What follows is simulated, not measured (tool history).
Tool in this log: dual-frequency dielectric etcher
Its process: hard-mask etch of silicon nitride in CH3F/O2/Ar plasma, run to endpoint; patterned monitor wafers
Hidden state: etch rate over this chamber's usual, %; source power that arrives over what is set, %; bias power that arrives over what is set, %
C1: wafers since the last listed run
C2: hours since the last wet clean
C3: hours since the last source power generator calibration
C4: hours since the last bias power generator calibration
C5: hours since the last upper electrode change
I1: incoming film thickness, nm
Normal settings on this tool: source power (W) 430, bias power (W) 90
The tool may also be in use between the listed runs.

Run 1, hour 0: usual settings but source power (W) 360; C1 0; C2 741.9; C3 2914.6; C4 2328.6; C5 2695; I1 53.1. Result: endpoint time (s) 64.3.
Run 2, hour 55.9: usual settings; C1 420; C2 797.8; C3 2970.5; C4 2384.5; C5 2750.9; I1 53.1. Result: endpoint time (s) 60.8.
At hour 102: wet clean of the chamber.
Run 3, hour 145.9: usual settings; C1 496; C2 43.9; C3 3060.5; C4 2474.5; C5 2840.9; I1 53.2. Result: endpoint time (s) 62.7.
Run 4, hour 196.2: usual settings; C1 378; C2 94.2; C3 3110.8; C4 2524.8; C5 2891.2; I1 52.7. Result: endpoint time (s) 63.2.
Run 5, hour 279.5: usual settings but source power (W) 450, bias power (W) 76; C1 626; C2 177.5; C3 3194.1; C4 2608.1; C5 2974.5; I1 53.1. Result: endpoint time (s) 65.
Run 6, hour 323.1: usual settings but source power (W) 490; C1 327; C2 221.1; C3 3237.7; C4 2651.7; C5 3018.1; I1 52.8. Result: endpoint time (s) 59.
At hour 401.8: bias power generator calibrated.
Run 7, hour 406.5: usual settings but source power (W) 490; C1 596; C2 304.5; C3 3321.1; C4 4.7; C5 3101.5; I1 53.2. Result: endpoint time (s) 60.3.
Run 8, hour 495: usual settings but source power (W) 480, bias power (W) 74; C1 665; C2 393; C3 3409.6; C4 93.2; C5 3190; I1 53.7. Result: endpoint time (s) 63.5.
Run 9, hour 532.6: usual settings but source power (W) 480, bias power (W) 74; C1 282; C2 430.6; C3 3447.2; C4 130.8; C5 3227.6; I1 53.2. Result: endpoint time (s) 63.4.
Run 10, hour 609.2: usual settings but source power (W) 480, bias power (W) 74; C1 575; C2 507.2; C3 3523.8; C4 207.4; C5 3304.2; I1 53.2. Result: endpoint time (s) 62.8.
Run 11, hour 682.4: usual settings; C1 550; C2 580.4; C3 3597; C4 280.6; C5 3377.4; I1 53.5. Result: endpoint time (s) 62.3.
Run 12, hour 781.2: usual settings but source power (W) 390, bias power (W) 96; C1 742; C2 679.2; C3 3695.8; C4 379.4; C5 3476.2; I1 52.9. Result: endpoint time (s) 62.3.
At hour 811.3: wet clean of the chamber.
At hour 858.6: upper electrode replaced.
Run 13, hour 863.2: usual settings; C1 255; C2 51.9; C3 3777.8; C4 461.4; C5 4.6; I1 53.4. Result: endpoint time (s) 62.8.
Run 14, hour 917.2: usual settings but bias power (W) 107; C1 406; C2 105.9; C3 3831.8; C4 515.4; C5 58.6; I1 52.9. Result: endpoint time (s) 59.1.
Run 15, hour 1014.5: usual settings but source power (W) 390; C1 731; C2 203.2; C3 3929.1; C4 612.7; C5 155.9; I1 52.6. Result: endpoint time (s) 63.6.
Run 16, hour 1095.7: usual settings; C1 610; C2 284.4; C3 4010.3; C4 693.9; C5 237.1; I1 53.6. Result: endpoint time (s) 63.4.
Run 17, hour 1150.8: usual settings; C1 414; C2 339.5; C3 4065.4; C4 749; C5 292.2; I1 53.2. Result: endpoint time (s) 62.9.
Run 18, hour 1406.4: usual settings; C1 1921; C2 595.1; C3 4321; C4 1004.6; C5 547.8; I1 53.5. Result: endpoint time (s) 62.1.
Run 19, hour 1449: usual settings but source power (W) 480, bias power (W) 110; C1 320; C2 637.7; C3 4363.6; C4 1047.2; C5 590.4; I1 53.7. Result: endpoint time (s) 56.2.
Run 20, hour 1544.6: usual settings but source power (W) 400, bias power (W) 81; C1 718; C2 733.3; C3 4459.2; C4 1142.8; C5 686; I1 53.1. Result: endpoint time (s) 64.
Run 21, hour 1627.3: usual settings but source power (W) 530, bias power (W) 109; C1 621; C2 816; C3 4541.9; C4 1225.5; C5 768.7; I1 53.2. Result: endpoint time (s) 54.
At hour 1740.8: wet clean of the chamber.
Run 22, hour 1753.9: usual settings but source power (W) 400, bias power (W) 77; C1 771; C2 13.1; C3 4668.5; C4 1352.1; C5 895.3; I1 53.2. Result: endpoint time (s) 67.3.
Run 23, hour 1801.7: usual settings but bias power (W) 104; C1 359; C2 60.9; C3 4716.3; C4 1399.9; C5 943.1; I1 53.2. Result: endpoint time (s) 60.3.
At hour 1813.9: source power generator calibrated.
Run 24, hour 1884.2: usual settings but source power (W) 500, bias power (W) 96; C1 590; C2 143.4; C3 70.3; C4 1482.4; C5 1025.6; I1 53.4. Result: endpoint time (s) 58.3.
Run 25, hour 1970.9: usual settings; C1 651; C2 230.1; C3 157; C4 1569.1; C5 1112.3; I1 53.1. Result: endpoint time (s) 62.
Run 26, hour 2044.4: usual settings but source power (W) 480, bias power (W) 74; C1 552; C2 303.6; C3 230.5; C4 1642.6; C5 1185.8; I1 53. Result: endpoint time (s) 63.9.
Run 27, hour 2113.6: usual settings; C1 520; C2 372.8; C3 299.7; C4 1711.8; C5 1255; I1 53.2. Result: endpoint time (s) 62.4.
Run 28, hour 2176.2: usual settings but source power (W) 350, bias power (W) 97; C1 470; C2 435.4; C3 362.3; C4 1774.4; C5 1317.6; I1 53. Result: endpoint time (s) 63.
Run 29, hour 2216.5: usual settings; C1 303; C2 475.7; C3 402.6; C4 1814.7; C5 1357.9; I1 53.3. Result: endpoint time (s) 61.4.
At hour 2467.2: wet clean of the chamber.
Run 30, hour 2529.5: usual settings but source power (W) 320, bias power (W) 107; C1 2172; C2 62.3; C3 715.6; C4 2127.7; C5 1670.9; I1 53.5. Result: endpoint time (s) 63.2.
Run 31, hour 2635.9: usual settings but source power (W) 500, bias power (W) 101; C1 799; C2 168.7; C3 822; C4 2234.1; C5 1777.3; I1 53.6. Result: endpoint time (s) 58.
Run 32, hour 2686.2: usual settings but source power (W) 390; C1 378; C2 219; C3 872.3; C4 2284.4; C5 1827.6; I1 53.1. Result: endpoint time (s) 63.6.
Run 33, hour 2745.7: usual settings; C1 447; C2 278.5; C3 931.8; C4 2343.9; C5 1887.1; I1 53.4. Result: endpoint time (s) 61.5.
Run 34, hour 2844.3: usual settings but source power (W) 330, bias power (W) 69; C1 741; C2 377.1; C3 1030.4; C4 2442.5; C5 1985.7; I1 52.7. Result: endpoint time (s) 69.8.

Here are 5 independent what-if runs from the current tool condition. What would each one return?
Run A, hour 2844.7: usual settings; C1 3; C2 377.5; C3 1030.8; C4 2442.9; C5 1986.1; I1 53. Result: endpoint time (s) ?.
Run B, hour 2844.7: usual settings but source power (W) 320; C1 3; C2 377.5; C3 1030.8; C4 2442.9; C5 1986.1; I1 53. Result: endpoint time (s) ?.
Run C, hour 2844.7: usual settings but source power (W) 460; C1 3; C2 377.5; C3 1030.8; C4 2442.9; C5 1986.1; I1 53. Result: endpoint time (s) ?.
Run D, hour 2844.7: usual settings but source power (W) 370, bias power (W) 98; C1 3; C2 377.5; C3 1030.8; C4 2442.9; C5 1986.1; I1 53. Result: endpoint time (s) ?.
Run E, hour 2844.7: usual settings but source power (W) 490, bias power (W) 111; C1 3; C2 377.5; C3 1030.8; C4 2442.9; C5 1986.1; I1 53. Result: endpoint time (s) ?.

run  endpoint time (s)
  A               60.3
  B               65.5
  C               59.2
  D               61.3
  E               54.4
What these runs would have given with no unlogged condition in the tool:
run  endpoint time (s)
  A               61.9
  B               67.2
  C               60.7
  D               62.9
  E               55.9
